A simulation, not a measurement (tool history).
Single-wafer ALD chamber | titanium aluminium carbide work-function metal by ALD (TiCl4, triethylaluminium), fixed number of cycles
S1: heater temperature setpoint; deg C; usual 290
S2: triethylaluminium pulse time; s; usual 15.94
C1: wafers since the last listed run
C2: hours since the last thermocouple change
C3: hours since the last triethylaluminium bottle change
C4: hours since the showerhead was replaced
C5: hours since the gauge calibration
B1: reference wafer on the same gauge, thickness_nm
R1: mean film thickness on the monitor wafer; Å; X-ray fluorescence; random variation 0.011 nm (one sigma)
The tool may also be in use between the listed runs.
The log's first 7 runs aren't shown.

Run 8, day 18.221: usual settings but S1 282 deg C; C1 465; C2 1325.9; C3 254.5; C4 2645.9; C5 575.8; B1 1.701. Result: R1 18.46 Å.
Run 9, day 21.262: usual settings but S1 282 deg C; C1 871; C2 1398.9; C3 327.5; C4 2718.9; C5 648.8; B1 1.700. Result: R1 18.27 Å.
Run 10, day 24.450: usual settings but S1 282 deg C; C1 913; C2 1475.4; C3 404.0; C4 2795.4; C5 725.3; B1 1.704. Result: R1 18.38 Å.
Run 11, day 34.596: usual settings; C1 2906; C2 1718.9; C3 647.5; C4 3038.9; C5 968.8; B1 1.697. Result: R1 18.59 Å.
Run 12, day 38.833: usual settings; C1 1214; C2 1820.6; C3 749.2; C4 3140.6; C5 1070.5; B1 1.696. Result: R1 18.75 Å.
Run 13, day 41.662: usual settings; C1 810; C2 1888.5; C3 817.1; C4 3208.5; C5 1138.4; B1 1.700. Result: R1 18.66 Å.
Run 14, day 51.179: usual settings; C1 2726; C2 2116.9; C3 1045.5; C4 3436.9; C5 1366.8; B1 1.702. Result: R1 18.41 Å.
Run 15, day 54.233: usual settings but S1 282 deg C, S2 9.63 s; C1 875; C2 2190.2; C3 1118.8; C4 3510.2; C5 1440.1; B1 1.699. Result: R1 15.32 Å.
Run 16, day 56.592: usual settings but S1 279 deg C, S2 10.23 s; C1 675; C2 2246.8; C3 1175.4; C4 3566.8; C5 1496.7; B1 1.699. Result: R1 15.41 Å.
Run 17, day 59.054: usual settings; C1 705; C2 2305.9; C3 1234.5; C4 3625.9; C5 1555.8; B1 1.703. Result: R1 18.25 Å.
Run 18, day 61.475: usual settings; C1 693; C2 2364.0; C3 1292.6; C4 3684.0; C5 1613.9; B1 1.703. Result: R1 18.28 Å.
Run 19, day 65.608: usual settings; C1 1184; C2 2463.2; C3 1391.8; C4 3783.2; C5 1713.1; B1 1.698. Result: R1 18.19 Å.
At day 70.712: gauge calibrated.
Run 20, day 75.575: usual settings but S1 304 deg C, S2 20.89 s; C1 2855; C2 2702.4; C3 1631.0; C4 4022.4; C5 116.7; B1 1.701. Result: R1 20.39 Å.
Run 21, day 78.679: usual settings but S1 280 deg C, S2 20.67 s; C1 889; C2 2776.9; C3 1705.5; C4 4096.9; C5 191.2; B1 1.698. Result: R1 17.80 Å.
At day 82.625: triethylaluminium bottle replaced.
At day 82.683: thermocouple changed; heater temperature recalibrated.
Run 22, day 83.729: usual settings but S1 286 deg C, S2 21.44 s; C1 1334; C2 25.1; C3 26.5; C4 4218.1; C5 312.4; B1 1.700. Result: R1 18.92 Å.
Run 23, day 85.908: usual settings but S1 298 deg C, S2 19.32 s; C1 624; C2 77.4; C3 78.8; C4 4270.4; C5 364.7; B1 1.700. Result: R1 20.21 Å.
Run 24, day 89.575: usual settings but S1 295 deg C, S2 12.79 s; C1 1050; C2 165.4; C3 166.8; C4 4358.4; C5 452.7; B1 1.701. Result: R1 19.43 Å.
Run 25, day 93.250: usual settings but S1 285 deg C, S2 20.55 s; C1 1052; C2 253.6; C3 255.0; C4 4446.6; C5 540.9; B1 1.701. Result: R1 18.97 Å.
At day 94.796: showerhead replaced.
Run 26, day 95.392: usual settings but S1 295 deg C, S2 12.79 s; C1 518; C2 305.0; C3 306.4; C4 14.3; C5 592.3; B1 1.702. Result: R1 19.32 Å.

The next listed run, before its measurement:
Run 27, day 108.729: usual settings; C1 3821; C2 625.1; C3 626.5; C4 334.4; C5 912.4; B1 ?. Result: R1 ?.

Run 27 gave B1 1.701, R1 18.94 Å.
Without the tool's hidden state the same run would have given R1 19.42 Å.
